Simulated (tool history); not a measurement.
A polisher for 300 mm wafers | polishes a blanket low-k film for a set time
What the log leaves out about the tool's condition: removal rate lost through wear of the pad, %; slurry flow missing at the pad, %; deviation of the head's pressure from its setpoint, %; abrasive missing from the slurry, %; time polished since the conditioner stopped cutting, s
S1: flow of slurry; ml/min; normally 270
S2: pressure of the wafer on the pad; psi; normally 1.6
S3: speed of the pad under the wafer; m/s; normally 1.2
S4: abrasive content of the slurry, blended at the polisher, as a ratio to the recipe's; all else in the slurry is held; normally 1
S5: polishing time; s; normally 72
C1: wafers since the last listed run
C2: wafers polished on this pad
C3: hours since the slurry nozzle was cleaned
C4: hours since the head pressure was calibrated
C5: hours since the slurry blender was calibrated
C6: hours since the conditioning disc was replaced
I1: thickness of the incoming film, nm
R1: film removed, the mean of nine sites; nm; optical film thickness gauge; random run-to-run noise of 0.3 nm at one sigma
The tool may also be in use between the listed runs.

run 1 hour=0 | S1=270 S2=1.6 S3=1.2 S4=1 S5=72 | C1=0 C2=789 C3=8.4 C4=514.4 C5=132.4 C6=122.1 | I1=325.7 | R1=23.4
run 2 hour=42 | S1=270 S2=1.6 S3=1.2 S4=1 S5=72 | C1=574 C2=1363 C3=50.4 C4=556.4 C5=174.4 C6=164.1 | I1=333.1 | R1=22.7
run 3 hour=71.4 | S1=270 S2=1.6 S3=1.2 S4=1 S5=72 | C1=401 C2=1765 C3=79.8 C4=585.8 C5=203.8 C6=193.5 | I1=334.9 | R1=22.5
-- hour=116.1 slurry blender recalibrated
run 4 hour=126.7 | S1=270 S2=1.6 S3=1.2 S4=1 S5=72 | C1=728 C2=2494 C3=135.1 C4=641.1 C5=10.6 C6=248.8 | I1=334.9 | R1=22.4
-- hour=152.8 worn pad replaced by a new one
run 5 hour=177.4 | S1=270 S2=1.6 S3=1.2 S4=1 S5=72 | C1=638 C2=336 C3=185.8 C4=691.8 C5=61.3 C6=299.5 | I1=328.8 | R1=23.7
run 6 hour=219 | S1=270 S2=1.6 S3=1.2 S4=1 S5=82 | C1=568 C2=904 C3=227.4 C4=733.4 C5=102.9 C6=341.1 | I1=327.4 | R1=25.5
run 7 hour=255.1 | S1=270 S2=1.6 S3=1.2 S4=1 S5=82 | C1=493 C2=1398 C3=263.5 C4=769.5 C5=139 C6=377.2 | I1=335.3 | R1=25.6
run 8 hour=294 | S1=270 S2=1.6 S3=1.2 S4=1 S5=72 | C1=531 C2=1930 C3=302.4 C4=808.4 C5=177.9 C6=416.1 | I1=325.2 | R1=21.7
-- hour=311.8 conditioning disc replaced and pad reconditioned
-- hour=314.1 slurry nozzle cleaned
run 9 hour=341.9 | S1=270 S2=1.6 S3=1.2 S4=1 S5=72 | C1=613 C2=2543 C3=27.8 C4=856.3 C5=225.8 C6=30.1 | I1=323.9 | R1=21.4
-- hour=382 worn pad replaced by a new one
run 10 hour=386.3 | S1=270 S2=1.6 S3=1.2 S4=1 S5=72 | C1=552 C2=59 C3=72.2 C4=900.7 C5=270.2 C6=74.5 | I1=334.4 | R1=24.2
-- hour=391.9 slurry blender recalibrated
run 11 hour=430.4 | S1=270 S2=1.6 S3=1.2 S4=1 S5=72 | C1=575 C2=634 C3=116.3 C4=944.8 C5=38.5 C6=118.6 | I1=326.5 | R1=23
run 12 hour=489.8 | S1=270 S2=1.6 S3=1.2 S4=1 S5=58 | C1=812 C2=1446 C3=175.7 C4=1004.2 C5=97.9 C6=178 | I1=333.2 | R1=17.6
run 13 hour=522.1 | S1=270 S2=1.6 S3=1.2 S4=1.25 S5=72 | C1=441 C2=1888 C3=208 C4=1036.5 C5=130.2 C6=210.3 | I1=326 | R1=23.6
run 14 hour=575.9 | S1=270 S2=1.8 S3=1.2 S4=1 S5=54 | C1=735 C2=2623 C3=261.8 C4=1090.3 C5=184 C6=264.1 | I1=329.1 | R1=18.3
-- hour=582.3 worn pad replaced by a new one
-- hour=620.3 slurry blender recalibrated
run 15 hour=622.2 | S1=270 S2=1.6 S3=1.2 S4=1 S5=58 | C1=550 C2=518 C3=308.1 C4=1136.6 C5=1.9 C6=310.4 | I1=324.9 | R1=18.7
-- hour=644.7 slurry nozzle cleaned
run 16 hour=679.7 | S1=270 S2=1.6 S3=1.2 S4=1 S5=72 | C1=772 C2=1290 C3=35 C4=1194.1 C5=59.4 C6=367.9 | I1=327.1 | R1=22.5
-- hour=734.6 conditioning disc replaced and pad reconditioned
-- hour=743.6 head pressure recalibrated
run 17 hour=744.1 | S1=330 S2=1.6 S3=1.5 S4=0.9 S5=61 | C1=825 C2=2116 C3=99.4 C4=0.5 C5=123.8 C6=9.5 | I1=324.5 | R1=20.8
run 18 hour=775 | S1=270 S2=1.6 S3=1.2 S4=1 S5=72 | C1=422 C2=2538 C3=130.3 C4=31.4 C5=154.7 C6=40.4 | I1=325.7 | R1=21.4
-- hour=786.4 worn pad replaced by a new one
run 19 hour=842.1 | S1=310 S2=1.6 S3=1.2 S4=1.3 S5=72 | C1=862 C2=761 C3=197.4 C4=98.5 C5=221.8 C6=107.5 | I1=332.2 | R1=25.5
run 20 hour=866.6 | S1=310 S2=2.1 S3=1.54 S4=1 S5=72 | C1=334 C2=1096 C3=221.9 C4=123 C5=246.3 C6=132 | I1=327.2 | R1=34.6
-- hour=877.1 slurry blender recalibrated
-- hour=913.8 slurry nozzle cleaned
run 21 hour=914.3 | S1=270 S2=1.6 S3=1.2 S4=1 S5=72 | C1=611 C2=1707 C3=0.5 C4=170.7 C5=37.2 C6=179.7 | I1=327.8 | R1=21.8
run 22 hour=963.7 | S1=270 S2=1.6 S3=1.2 S4=1 S5=58 | C1=675 C2=2383 C3=49.9 C4=220.1 C5=86.6 C6=229.1 | I1=326.4 | R1=17.6
-- hour=972.2 worn pad replaced by a new one
run 23 hour=1008.2 | S1=180 S2=1.6 S3=1.52 S4=1 S5=72 | C1=553 C2=492 C3=94.4 C4=264.6 C5=131.1 C6=273.6 | I1=332.7 | R1=26.9

A few steps of R1 between consecutive runs. Split each: what settings, incoming material and random variation would produce without the hidden state, and what is left over for the hidden state, along with gauge scatter present in only one of the two compared results (measured, and without hidden state):
Run 4 -> 5: worn pad replaced by a new one. R1 +1.3 nm: hidden state +1.7, all else -0.4.
Run 9 -> 10: worn pad replaced by a new one. R1 +2.8 nm: hidden state +2.7, all else +0.1.
Run 20 -> 21: S1 310 -> 270, S2 2.1 -> 1.6, S3 1.54 -> 1.2, slurry blender recalibrated, slurry nozzle cleaned. R1 -12.8 nm: hidden state +0.8, all else -13.6.
Run 22 -> 23: S1 270 -> 180, S3 1.2 -> 1.52, S5 58 -> 72, worn pad replaced by a new one. R1 +9.3 nm: hidden state +0.9, all else +8.4.

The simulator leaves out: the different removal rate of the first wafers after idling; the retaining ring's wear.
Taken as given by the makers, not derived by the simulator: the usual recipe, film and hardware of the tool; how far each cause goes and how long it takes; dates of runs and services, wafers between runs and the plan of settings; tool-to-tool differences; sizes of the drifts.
